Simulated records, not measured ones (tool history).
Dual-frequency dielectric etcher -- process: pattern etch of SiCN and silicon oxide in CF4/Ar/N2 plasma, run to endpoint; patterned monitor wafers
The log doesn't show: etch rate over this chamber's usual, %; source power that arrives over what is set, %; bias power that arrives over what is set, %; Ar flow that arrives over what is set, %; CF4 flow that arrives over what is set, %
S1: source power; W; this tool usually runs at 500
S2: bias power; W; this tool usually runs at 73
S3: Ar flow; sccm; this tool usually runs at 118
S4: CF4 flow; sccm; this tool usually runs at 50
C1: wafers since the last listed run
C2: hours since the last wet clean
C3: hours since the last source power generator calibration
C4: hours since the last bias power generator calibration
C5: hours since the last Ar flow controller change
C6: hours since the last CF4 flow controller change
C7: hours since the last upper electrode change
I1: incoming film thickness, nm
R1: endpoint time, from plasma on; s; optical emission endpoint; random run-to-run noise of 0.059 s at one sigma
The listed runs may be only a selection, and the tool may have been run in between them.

Run 1, hour 0: usual settings; C1 0; C2 278.1; C3 3477.3; C4 1914.3; C5 3962.5; C6 2805.1; C7 3361.8; I1 18.05. Result: R1 19.2 s.
Run 2, hour 53.3: usual settings; C1 640; C2 331.4; C3 3530.6; C4 1967.6; C5 4015.8; C6 2858.4; C7 3415.1; I1 17.96. Result: R1 19 s.
Run 3, hour 121.2: usual settings; C1 815; C2 399.3; C3 3598.5; C4 2035.5; C5 4083.7; C6 2926.3; C7 3483; I1 17.91. Result: R1 18.8 s.
Run 4, hour 170.9: usual settings; C1 597; C2 449; C3 3648.2; C4 2085.2; C5 4133.4; C6 2976; C7 3532.7; I1 17.84. Result: R1 18.6 s.
At hour 201.5: wet clean of the chamber.
Run 5, hour 230: usual settings; C1 421; C2 28.5; C3 3707.3; C4 2144.3; C5 4192.5; C6 3035.1; C7 3591.8; I1 17.96. Result: R1 19.4 s.
At hour 298.2: upper electrode replaced.
Run 6, hour 298.7: usual settings; C1 536; C2 97.2; C3 3776; C4 2213; C5 4261.2; C6 3103.8; C7 0.5; I1 17.99. Result: R1 19.3 s.
Run 7, hour 339.7: usual settings but S2 63 W; C1 492; C2 138.2; C3 3817; C4 2254; C5 4302.2; C6 3144.8; C7 41.5; I1 18. Result: R1 19.9 s.
At hour 352.5: CF4 flow controller replaced.
Run 8, hour 380.8: usual settings but S2 63 W; C1 421; C2 179.3; C3 3858.1; C4 2295.1; C5 4343.3; C6 28.3; C7 82.6; I1 17.94. Result: R1 19.7 s.
At hour 398: bias power generator calibrated.
Run 9, hour 420.5: usual settings but S2 63 W; C1 428; C2 219; C3 3897.8; C4 22.5; C5 4383; C6 68; C7 122.3; I1 18.03. Result: R1 19.8 s.
Run 10, hour 452.1: usual settings but S4 55 sccm; C1 379; C2 250.6; C3 3929.4; C4 54.1; C5 4414.6; C6 99.6; C7 153.9; I1 18.03. Result: R1 18.9 s.
At hour 516.2: source power generator calibrated.
Run 11, hour 516.7: usual settings but S1 560 W, S2 87 W, S3 148 sccm, S4 58 sccm; C1 727; C2 315.2; C3 0.5; C4 118.7; C5 4479.2; C6 164.2; C7 218.5; I1 18.17. Result: R1 17.6 s.
Run 12, hour 547.8: usual settings but S1 400 W, S2 61 W, S3 135 sccm, S4 54 sccm; C1 373; C2 346.3; C3 31.6; C4 149.8; C5 4510.3; C6 195.3; C7 249.6; I1 18.1. Result: R1 22 s.
At hour 577.7: Ar flow controller replaced.
At hour 601.8: wet clean of the chamber.
Run 13, hour 602.3: usual settings but S4 54 sccm; C1 294; C2 0.5; C3 86.1; C4 204.3; C5 24.6; C6 249.8; C7 304.1; I1 18.05. Result: R1 19.5 s.
Run 14, hour 651.9: usual settings but S3 143 sccm; C1 595; C2 50.1; C3 135.7; C4 253.9; C5 74.2; C6 299.4; C7 353.7; I1 18.06. Result: R1 20.2 s.
Run 15, hour 690.6: usual settings but S2 78 W, S3 102 sccm, S4 60 sccm; C1 464; C2 88.8; C3 174.4; C4 292.6; C5 112.9; C6 338.1; C7 392.4; I1 18.06. Result: R1 18.5 s.
Run 16, hour 729.4: usual settings but S2 59 W, S3 97 sccm, S4 58 sccm; C1 466; C2 127.6; C3 213.2; C4 331.4; C5 151.7; C6 376.9; C7 431.2; I1 18.07. Result: R1 19.4 s.
Run 17, hour 799.3: usual settings but S1 600 W, S2 63 W, S3 133 sccm; C1 839; C2 197.5; C3 283.1; C4 401.3; C5 221.6; C6 446.8; C7 501.1; I1 17.8. Result: R1 18.4 s.
Run 18, hour 844.4: usual settings; C1 541; C2 242.6; C3 328.2; C4 446.4; C5 266.7; C6 491.9; C7 546.2; I1 17.91. Result: R1 19.1 s.
Run 19, hour 893.4: usual settings but S1 380 W, S4 54 sccm; C1 588; C2 291.6; C3 377.2; C4 495.4; C5 315.7; C6 540.9; C7 595.2; I1 18.13. Result: R1 21.4 s.
Run 20, hour 918.9: usual settings; C1 306; C2 317.1; C3 402.7; C4 520.9; C5 341.2; C6 566.4; C7 620.7; I1 17.9. Result: R1 19 s.

Forecast each of these 3 alternatives for the next run:
Run A, hour 919.3: usual settings but S4 44 sccm; C1 4; C2 317.5; C3 403.1; C4 521.3; C5 341.6; C6 566.8; C7 621.1; I1 17.89. Result: R1 ?.
Run B, hour 919.3: usual settings but S2 78 W, S3 92 sccm; C1 4; C2 317.5; C3 403.1; C4 521.3; C5 341.6; C6 566.8; C7 621.1; I1 17.89. Result: R1 ?.
Run C, hour 919.3: usual settings but S1 440 W, S2 58 W, S4 53 sccm; C1 4; C2 317.5; C3 403.1; C4 521.3; C5 341.6; C6 566.8; C7 621.1; I1 17.89. Result: R1 ?.

run    R1
  A  19.2
  B    18
  C  20.8
With the hidden condition removed and each run's random variation left untouched, the same runs would have given:
run    R1
  A  19.8
  B  18.5
  C  21.5

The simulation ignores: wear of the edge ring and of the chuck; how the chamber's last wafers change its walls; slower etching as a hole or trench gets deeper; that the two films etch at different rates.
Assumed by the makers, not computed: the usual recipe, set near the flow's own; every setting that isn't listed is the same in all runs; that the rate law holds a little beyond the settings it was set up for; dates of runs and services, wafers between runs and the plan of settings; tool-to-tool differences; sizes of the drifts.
